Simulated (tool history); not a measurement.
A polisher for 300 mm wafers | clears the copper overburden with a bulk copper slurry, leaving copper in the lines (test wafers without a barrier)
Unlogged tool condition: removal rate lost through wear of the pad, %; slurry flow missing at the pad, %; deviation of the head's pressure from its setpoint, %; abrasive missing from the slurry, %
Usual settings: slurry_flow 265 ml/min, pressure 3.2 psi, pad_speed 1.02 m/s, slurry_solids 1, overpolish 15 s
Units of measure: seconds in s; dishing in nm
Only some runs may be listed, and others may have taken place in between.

run	hour	slurry_flow	pressure	pad_speed	slurry_solids	overpolish	wafers since the last listed run	wafers polished on this pad	hours since the slurry nozzle was cleaned	hours since the head pressure was calibrated	hours since the slurry blender was calibrated	incoming thickness of the incoming film, nm	seconds	dishing
1	0	265	3.2	1.02	1	15	0	433	0.3	299	80.1	684.5	59.4	106.4
2	24.8	265	3.2	1.02	1	15	234	667	25.1	323.8	104.9	678.3	58.1	105.8
3	42.1	265	3.2	1.02	0.8	15	163	831	42.4	341.1	122.2	681.8	63.4	98.6
# hour 60: slurry blender recalibrated
4	75.8	265	3.2	1.02	0.8	15	299	1130	76.1	374.8	15.8	680.1	62	102
# hour 82.6: worn pad replaced by a new one
5	90.7	265	3.2	1.02	0.8	15	102	76	91	389.7	30.7	691.4	62.9	97.9
6	111.4	265	3.2	1.02	1.1	15	195	272	111.7	410.4	51.4	692.7	58.7	109.8
7	136	265	3.2	1.02	1.1	15	232	504	136.3	435	76	689.5	58	108.9
8	153.8	300	3.2	1.02	1	15	168	672	154.1	452.8	93.8	694.2	59.3	104.7
9	181.4	300	3.2	1.02	1	15	260	933	181.7	480.4	121.4	692.8	58.4	108.2
# hour 202.5: slurry blender recalibrated
# hour 204.4: worn pad replaced by a new one
10	212.4	265	3.2	1.02	1	15	256	75	212.7	511.4	9.9	682.3	59	107.5
11	234.9	265	3.2	1.02	1	15	212	288	235.2	533.9	32.4	679.2	58.5	102.5
# hour 243.3: head pressure recalibrated
12	266.7	265	3.2	1.02	1	15	281	569	267	23.4	64.2	688.6	62.2	100.6
13	300.3	265	3.2	1.02	0.9	15	317	886	300.6	57	97.8	692.8	65.7	99.9
# hour 327.3: slurry nozzle cleaned
14	328.3	265	3.2	1.02	1	15	255	1141	1	85	125.8	687.2	61.1	100.6
15	342	265	3.2	1.02	1	15	129	1271	14.7	98.7	139.5	680.9	59.8	100.3
# hour 348.8: worn pad replaced by a new one
16	360.9	310	3.8	1.02	0.8	18	140	114	33.6	117.6	158.4	694.2	53.6	130.7
# hour 363.9: slurry blender recalibrated
17	385.2	355	3.2	1.02	1	22	210	325	57.9	141.9	21.3	690.9	59.6	133.3
18	402.8	265	3.2	0.86	1	15	166	491	75.5	159.5	38.9	693.2	71.5	93.6
19	416.7	240	3.2	1.34	1	15	131	622	89.4	173.4	52.8	691.4	46.9	122.9
20	438.2	265	3.2	1.02	1.1	15	203	825	110.9	194.9	74.3	693	57.7	105.8
# hour 469.5: worn pad replaced by a new one
21	500.1	265	3.2	1.02	1	15	546	288	172.8	256.8	136.2	693.2	60.3	106.6
22	516.7	265	2.5	1.28	1.25	21	156	445	189.4	273.4	152.8	692.2	57.8	124.6
# hour 529.2: slurry blender recalibrated
23	551.2	265	3.2	1.02	1	15	306	752	223.9	307.9	22	679.9	57.8	107.9
24	574.7	330	3.2	1.02	1	10	221	974	247.4	331.4	45.5	680.8	57.4	83
# hour 585.5: worn pad replaced by a new one
25	607.3	210	3.2	1.02	1.2	15	270	205	280	364	78.1	688.2	56.6	108.5
26	620	265	3.2	1.02	1	15	119	325	292.7	376.7	90.8	700.2	59.1	104.2
27	642.1	265	3.2	0.68	1.25	15	208	534	314.8	398.8	112.9	690.2	81.5	84

Predict each of these 5 candidate next runs independently; none follows another, all start after run 27:
A	642.6	265	3.2	1.02	1	15	4	538	315.3	399.3	113.4	689.9	?	?
B	642.6	215	3.9	1.02	1	18	4	538	315.3	399.3	113.4	689.9	?	?
C	642.6	220	3.5	1.02	1	15	4	538	315.3	399.3	113.4	689.9	?	?
D	642.6	265	2.4	1.02	1.3	18	4	538	315.3	399.3	113.4	689.9	?	?
E	642.6	265	3.2	1.02	1	6	4	538	315.3	399.3	113.4	689.9	?	?

run	seconds	dishing
A	56.9	105.7
B	47.6	137.2
C	52.9	112.4
D	70.9	98.9
E	56.9	51.5
With the hidden condition removed and each run's random variation left untouched, the same runs would have given:
run	seconds	dishing
A	63.4	96.8
B	53	126.5
C	58.9	103
D	78.9	90.6
E	63.4	46.6

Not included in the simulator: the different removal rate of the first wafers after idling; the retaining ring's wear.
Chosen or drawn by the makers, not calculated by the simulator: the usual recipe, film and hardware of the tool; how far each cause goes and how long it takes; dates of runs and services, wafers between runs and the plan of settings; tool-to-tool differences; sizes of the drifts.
